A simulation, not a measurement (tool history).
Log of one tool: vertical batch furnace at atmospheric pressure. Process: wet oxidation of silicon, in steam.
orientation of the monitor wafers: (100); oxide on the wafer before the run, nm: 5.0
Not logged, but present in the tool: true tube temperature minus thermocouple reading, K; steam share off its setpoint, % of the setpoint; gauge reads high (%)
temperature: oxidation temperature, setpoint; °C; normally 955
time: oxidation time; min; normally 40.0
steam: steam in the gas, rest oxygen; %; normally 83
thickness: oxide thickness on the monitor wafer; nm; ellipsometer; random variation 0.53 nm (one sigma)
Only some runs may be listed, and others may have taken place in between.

run     day  temperature  time  steam  wafers since the last listed run  hours since the last temperature calibration  hours since the steam generator was serviced  hours since the gauge calibration  read-back reference wafer on the same gauge, thickness  thickness
  1   0.000          955  40.0     83                                 0                                        3672.4                                        1316.7                              157.7                                                  185.05     183.24
  2   0.908          955  40.0     83                               258                                        3694.2                                        1338.5                              179.5                                                  185.12     181.60
  3   2.275          955  40.0     83                               389                                        3727.0                                        1371.3                              212.3                                                  184.95     182.49
  4   3.654          955  40.0     75                               392                                        3760.1                                        1404.4                              245.4                                                  184.92     168.33
  5   5.854          955  40.0     75                               626                                        3812.9                                        1457.2                              298.2                                                  184.98     168.32
  6   6.717          948  40.0     83                               245                                        3833.6                                        1477.9                              318.9                                                  184.75     170.31
  7   7.342          948  40.0     83                               177                                        3848.6                                        1492.9                              333.9                                                  184.90     169.48
  8   8.354          948  40.0     83                               288                                        3872.9                                        1517.2                              358.2                                                  185.05     170.76
  9   9.096          955  40.0     83                               211                                        3890.7                                        1535.0                              376.0                                                  185.02     182.22
 10  10.508          955  40.0     83                               402                                        3924.6                                        1568.9                              409.9                                                  185.25     182.14
 11  11.633          955  40.0     73                               320                                        3951.6                                        1595.9                              436.9                                                  185.06     165.08
 12  12.308          955  40.0     74                               192                                        3967.8                                        1612.1                              453.1                                                  184.95     166.68
 13  13.171          955  40.0     83                               245                                        3988.5                                        1632.8                              473.8                                                  184.93     183.49
     14.521  -- thermocouples replaced and temperature profile calibrated
     14.533  -- gauge calibrated
 14  14.542          932  30.0     74                               105                                           0.5                                        1665.7                                0.2                                                  185.00      94.94
 15  15.067          948  47.5     86                               149                                          13.1                                        1678.3                               12.8                                                  184.99     188.12

Run 16, settings as shown, results not yet in. Your forecast:
 16  15.638          944  29.5     75                               162                                          26.8                                        1692.0                               26.5                                                       ?          ?

{"run 16": {"read-back reference wafer on the same gauge, thickness": 184.98, "thickness": 108.76}}
Without the tool's hidden state the same run would have given thickness 108.37 nm.

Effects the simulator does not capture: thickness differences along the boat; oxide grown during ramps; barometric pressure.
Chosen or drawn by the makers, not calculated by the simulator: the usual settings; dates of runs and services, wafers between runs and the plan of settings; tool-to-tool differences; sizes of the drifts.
